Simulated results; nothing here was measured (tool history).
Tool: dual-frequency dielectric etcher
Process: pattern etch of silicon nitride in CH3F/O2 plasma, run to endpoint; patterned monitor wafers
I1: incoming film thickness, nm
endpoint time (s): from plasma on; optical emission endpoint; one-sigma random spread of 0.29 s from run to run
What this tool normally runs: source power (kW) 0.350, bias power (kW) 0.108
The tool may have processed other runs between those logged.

{"run": 1, "hour": 0.0, "source power (kW)": 0.35, "bias power (kW)": 0.108, "I1": 82.4, "endpoint time (s)": 86.1}
{"run": 2, "hour": 32.3, "source power (kW)": 0.35, "bias power (kW)": 0.108, "I1": 82.9, "endpoint time (s)": 87.2}
{"run": 3, "hour": 82.7, "source power (kW)": 0.35, "bias power (kW)": 0.12, "I1": 82.9, "endpoint time (s)": 81.2}
{"run": 4, "hour": 116.4, "source power (kW)": 0.35, "bias power (kW)": 0.108, "I1": 82.9, "endpoint time (s)": 85.3}
{"run": 5, "hour": 223.0, "source power (kW)": 0.35, "bias power (kW)": 0.108, "I1": 82.4, "endpoint time (s)": 85.7}
{"run": 6, "hour": 416.9, "source power (kW)": 0.35, "bias power (kW)": 0.108, "I1": 82.4, "endpoint time (s)": 86.1}
{"run": 7, "hour": 450.6, "source power (kW)": 0.35, "bias power (kW)": 0.108, "I1": 82.8, "endpoint time (s)": 87.3}
{"run": 8, "hour": 481.5, "source power (kW)": 0.35, "bias power (kW)": 0.108, "I1": 83.3, "endpoint time (s)": 87.7}
{"run": 9, "hour": 512.0, "source power (kW)": 0.35, "bias power (kW)": 0.115, "I1": 82.9, "endpoint time (s)": 85.0}
{"run": 10, "hour": 563.2, "source power (kW)": 0.35, "bias power (kW)": 0.108, "I1": 82.9, "endpoint time (s)": 88.7}
{"run": 11, "hour": 600.7, "source power (kW)": 0.35, "bias power (kW)": 0.108, "I1": 83.5, "endpoint time (s)": 89.1}
{"run": 12, "hour": 661.4, "source power (kW)": 0.35, "bias power (kW)": 0.108, "I1": 83.2, "endpoint time (s)": 85.0}
{"run": 13, "hour": 690.7, "source power (kW)": 0.35, "bias power (kW)": 0.108, "I1": 83.1, "endpoint time (s)": 85.6}
{"run": 14, "hour": 734.4, "source power (kW)": 0.38, "bias power (kW)": 0.108, "I1": 83.0, "endpoint time (s)": 82.3}
{"run": 15, "hour": 804.4, "source power (kW)": 0.35, "bias power (kW)": 0.108, "I1": 82.2, "endpoint time (s)": 82.6}
{"run": 16, "hour": 848.9, "source power (kW)": 0.39, "bias power (kW)": 0.101, "I1": 83.1, "endpoint time (s)": 82.3}
{"run": 17, "hour": 873.8, "source power (kW)": 0.27, "bias power (kW)": 0.119, "I1": 83.1, "endpoint time (s)": 91.6}
{"run": 18, "hour": 914.8, "source power (kW)": 0.4, "bias power (kW)": 0.108, "I1": 82.5, "endpoint time (s)": 78.3}
{"run": 19, "hour": 956.7, "source power (kW)": 0.35, "bias power (kW)": 0.108, "I1": 83.0, "endpoint time (s)": 84.8}
{"run": 20, "hour": 1025.8, "source power (kW)": 0.4, "bias power (kW)": 0.096, "I1": 82.6, "endpoint time (s)": 83.1}
{"run": 21, "hour": 1201.1, "source power (kW)": 0.35, "bias power (kW)": 0.108, "I1": 83.0, "endpoint time (s)": 83.2}
{"run": 22, "hour": 1238.4, "source power (kW)": 0.35, "bias power (kW)": 0.126, "I1": 82.5, "endpoint time (s)": 77.5}
{"run": 23, "hour": 1307.7, "source power (kW)": 0.42, "bias power (kW)": 0.099, "I1": 82.3, "endpoint time (s)": 79.3}
{"run": 24, "hour": 1375.9, "source power (kW)": 0.31, "bias power (kW)": 0.085, "I1": 82.3, "endpoint time (s)": 98.9}
{"run": 25, "hour": 1407.3, "source power (kW)": 0.3, "bias power (kW)": 0.1, "I1": 83.0, "endpoint time (s)": 94.8}
{"run": 26, "hour": 1473.3, "source power (kW)": 0.38, "bias power (kW)": 0.117, "I1": 82.5, "endpoint time (s)": 78.1}
{"run": 27, "hour": 1516.3, "source power (kW)": 0.32, "bias power (kW)": 0.133, "I1": 83.0, "endpoint time (s)": 80.6}
{"run": 28, "hour": 1572.5, "source power (kW)": 0.3, "bias power (kW)": 0.098, "I1": 82.9, "endpoint time (s)": 95.9}
{"run": 29, "hour": 1604.8, "source power (kW)": 0.39, "bias power (kW)": 0.121, "I1": 83.3, "endpoint time (s)": 77.6}
{"run": 30, "hour": 1671.1, "source power (kW)": 0.35, "bias power (kW)": 0.108, "I1": 82.8, "endpoint time (s)": 85.7}
{"run": 31, "hour": 1720.3, "source power (kW)": 0.41, "bias power (kW)": 0.125, "I1": 82.3, "endpoint time (s)": 74.6}
{"run": 32, "hour": 1785.2, "source power (kW)": 0.35, "bias power (kW)": 0.082, "I1": 82.7, "endpoint time (s)": 93.1}
{"run": 33, "hour": 1814.3, "source power (kW)": 0.3, "bias power (kW)": 0.098, "I1": 83.4, "endpoint time (s)": 94.1}
{"run": 34, "hour": 1861.6, "source power (kW)": 0.38, "bias power (kW)": 0.133, "I1": 82.7, "endpoint time (s)": 72.4}

Between the runs listed above, the log contained 7 entries, not reproduced here. Where in the sequence does each belong, and how does what the log doesn't record of the tool's condition differ from the listed run before to the listed run after?
In the gap between runs 2 and 3: wet clean of the chamber (hour 71.2)
  etch rate over this chamber's usual, %: -2.98 -> -0.79; source power that arrives over what is set, %: -3.87 -> -3.96
  what was measured, less what the result would be without the hidden state, endpoint time (s): +4.2 -> +2.2
In the gap between runs 5 and 6: upper electrode replaced (hour 317.4)
  etch rate over this chamber's usual, %: -1.66 -> -2.85; source power that arrives over what is set, %: -4.19 -> -4.54
  what was measured, less what the result would be without the hidden state, endpoint time (s): +3.2 -> +4.4
In the gap between runs 11 and 12: wet clean of the chamber (hour 660.9)
  etch rate over this chamber's usual, %: -3.99 -> 0.00403; source power that arrives over what is set, %: -4.88 -> -4.99
  what was measured, less what the result would be without the hidden state, endpoint time (s): +5.6 -> +2.2
In the gap between runs 14 and 15: source power generator calibrated (hour 745.0)
  etch rate over this chamber's usual, %: -0.446 -> -0.878; source power that arrives over what is set, %: -5.13 -> -0.127
  what was measured, less what the result would be without the hidden state, endpoint time (s): +2.5 -> +0.8
In the gap between runs 18 and 19: bias power generator calibrated (hour 953.6)
  etch rate over this chamber's usual, %: -1.56 -> -1.82; source power that arrives over what is set, %: -0.132 -> -0.136
  what was measured, less what the result would be without the hidden state, endpoint time (s): +1.3 -> +1.6
In the gap between runs 20 and 21: wet clean of the chamber (hour 1200.6)
  etch rate over this chamber's usual, %: -2.24 -> -0.338; source power that arrives over what is set, %: -0.143 -> -0.171
  what was measured, less what the result would be without the hidden state, endpoint time (s): +1.9 -> +0.3
In the gap between runs 31 and 32: wet clean of the chamber (hour 1772.9)
  etch rate over this chamber's usual, %: -3.54 -> 0.366; source power that arrives over what is set, %: -0.33 -> -0.359
  what was measured, less what the result would be without the hidden state, endpoint time (s): +2.8 -> -0.2
